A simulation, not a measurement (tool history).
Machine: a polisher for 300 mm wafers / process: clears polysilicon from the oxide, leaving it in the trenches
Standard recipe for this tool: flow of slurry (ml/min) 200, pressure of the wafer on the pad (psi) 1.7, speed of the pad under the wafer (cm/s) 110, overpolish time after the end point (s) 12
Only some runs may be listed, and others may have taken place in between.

| run | hour | flow of slurry (ml/min) | pressure of the wafer on the pad (psi) | speed of the pad under the wafer (cm/s) | overpolish time after the end point (s) | incoming thickness of the incoming film, nm | time until the end point was called (s) |
|---|---|---|---|---|---|---|---|
| 1 | 0 | 200 | 1.7 | 110 | 12 | 736.2 | 67.7 |
| 2 | 31 | 200 | 1.7 | 110 | 12 | 719.6 | 69.3 |
| 3 | 45.1 | 200 | 1.7 | 110 | 12 | 729.5 | 68.9 |
| 4 | 62 | 200 | 1.7 | 110 | 12 | 729.1 | 71.5 |
| 5 | 88.4 | 200 | 1.7 | 110 | 12 | 733.8 | 71 |
| 6 | 108.8 | 200 | 1.7 | 110 | 12 | 729.1 | 70.9 |
|  | 117.1 | worn pad replaced by a new one |
| 7 | 123.7 | 200 | 1.7 | 110 | 12 | 735.8 | 66.2 |
| 8 | 158.6 | 200 | 1.7 | 110 | 12 | 727 | 67.9 |
| 9 | 186.9 | 200 | 1.7 | 110 | 12 | 721.4 | 66.8 |
| 10 | 222.5 | 155 | 1.7 | 110 | 12 | 745.5 | 70.2 |
|  | 241.5 | head pressure recalibrated |
| 11 | 255.4 | 155 | 1.7 | 110 | 12 | 726.6 | 73 |
| 12 | 269.7 | 155 | 1.7 | 110 | 12 | 738.1 | 74 |
|  | 272.4 | slurry nozzle cleaned |
|  | 288.3 | worn pad replaced by a new one |
| 13 | 303 | 245 | 1.7 | 110 | 12 | 739.8 | 68.1 |
| 14 | 323.2 | 245 | 1.7 | 110 | 12 | 727.2 | 66.1 |
| 15 | 338.7 | 200 | 1.3 | 110 | 12 | 729.9 | 81.4 |
| 16 | 358.1 | 200 | 1.3 | 110 | 12 | 731 | 85.5 |
| 17 | 384.6 | 165 | 1.7 | 110 | 12 | 723.5 | 71.1 |
| 18 | 398.8 | 175 | 1.7 | 110 | 12 | 743.2 | 72.1 |
| 19 | 424.5 | 170 | 1.7 | 130 | 7 | 744.3 | 64.5 |
|  | 448.2 | worn pad replaced by a new one |
| 20 | 448.7 | 200 | 1.5 | 90 | 10 | 722.4 | 83.4 |
| 21 | 479.6 | 235 | 1.7 | 110 | 10 | 745.9 | 66.5 |
| 22 | 492.5 | 200 | 1.7 | 110 | 15 | 733.3 | 68.4 |
| 23 | 525 | 200 | 1.7 | 110 | 12 | 716.5 | 66.9 |
| 24 | 555.4 | 155 | 1.7 | 142 | 12 | 731.2 | 59.6 |
| 25 | 577.9 | 200 | 1.7 | 110 | 12 | 715 | 68.9 |
| 26 | 609.4 | 160 | 1.7 | 110 | 18 | 738.6 | 75.6 |
| 27 | 634.1 | 200 | 1.7 | 74 | 12 | 732.7 | 92.3 |
|  | 644.2 | worn pad replaced by a new one |
| 28 | 666.5 | 200 | 1.7 | 110 | 12 | 732 | 67.2 |
| 29 | 691.2 | 200 | 1.7 | 78 | 12 | 723.1 | 83.1 |
| 30 | 710.3 | 200 | 1.7 | 110 | 12 | 725 | 66.6 |
| 31 | 726.4 | 145 | 1.2 | 148 | 12 | 724.6 | 74 |
| 32 | 760.1 | 160 | 2.2 | 110 | 9 | 731.3 | 57.9 |
| 33 | 790.2 | 200 | 2.3 | 110 | 15 | 725.5 | 55.5 |
| 34 | 813 | 200 | 1.7 | 72 | 12 | 725.2 | 93.1 |
|  | 831.5 | worn pad replaced by a new one |
| 35 | 834.4 | 200 | 1.5 | 92 | 16 | 731.3 | 84.4 |

Branching from run 35: 4 alternative next runs. What would each branch give?
| A | 834.8 | 200 | 1.7 | 128 | 12 | 732.8 | ? |
| B | 834.8 | 225 | 1.7 | 110 | 16 | 732.8 | ? |
| C | 834.8 | 200 | 1.5 | 110 | 7 | 732.8 | ? |
| D | 834.8 | 255 | 1.7 | 100 | 17 | 732.8 | ? |

| run | time until the end point was called (s) |
|---|---|
| A | 59.6 |
| B | 65.4 |
| C | 72.9 |
| D | 68.8 |
What these runs would have given with no unlogged condition in the tool:
| run | time until the end point was called (s) |
|---|---|
| A | 59.3 |
| B | 65 |
| C | 72.5 |
| D | 68.4 |
